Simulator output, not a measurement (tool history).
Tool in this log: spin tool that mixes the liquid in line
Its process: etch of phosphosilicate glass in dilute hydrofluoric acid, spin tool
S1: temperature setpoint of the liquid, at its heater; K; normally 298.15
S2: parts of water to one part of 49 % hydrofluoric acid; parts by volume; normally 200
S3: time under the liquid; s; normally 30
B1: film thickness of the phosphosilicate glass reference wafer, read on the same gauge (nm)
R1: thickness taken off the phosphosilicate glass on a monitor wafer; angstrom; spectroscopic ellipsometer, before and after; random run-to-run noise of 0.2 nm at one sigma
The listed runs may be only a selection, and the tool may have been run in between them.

run	hour	S1	S2	S3	B1	R1
1	0	298.15	200	25	40	195
2	21.5	298.15	200	25	40	195.2
3	37	298.15	200	25	40.01	197.3
4	58.1	298.15	200	30	39.98	233
5	74.7	298.15	200	30	40.01	236.5
6	100	298.15	200	30	39.99	234.1
7	114.9	298.15	200	30	40	239.1
8	150.7	298.15	200	30	40	235.1
9	186	298.15	200	30	40	238.4
10	200.2	302.15	200	40	40	360.9
11	217.2	298.15	200	20	40.01	159
12	232	300.65	200	15	40	127.9
# hour 248.1: thermometer replaced
13	255.6	298.15	200	40	40	313.2
14	268.9	300.15	200	35	39.99	298.6
# hour 296.1: hydrofluoric acid flow meter replaced
15	301.6	298.15	170	45	40.01	434.3
# hour 318.2: gauge calibrated
16	318.3	295.65	165	15	40	134.3
17	350.5	295.15	200	45	39.99	311.4
18	370.3	299.65	270	15	39.99	86.3
19	385	300.65	240	50	40.03	341.3
20	412.1	294.15	200	30	40.01	200.4
21	437.6	298.15	200	30	40.01	233.8
22	471.5	298.15	200	20	39.98	157.3
23	494.5	301.65	275	25	39.98	149.7

Alternative continuations, all from the tool just after run 23; predict every row:
A	494.9	298.15	200	30	?	?
B	494.9	300.65	200	30	?	?
C	494.9	293.15	200	20	?	?
D	494.9	298.15	200	15	?	?
E	494.9	302.65	200	30	?	?

run	B1	R1
A	40.01	235.2
B	40.01	257.4
C	40.01	130
D	40.01	117.6
E	40.01	276.2
Without the tool's hidden state the same runs would have given:
run	R1
A	235.2
B	257.4
C	130
D	117.6
E	276.2
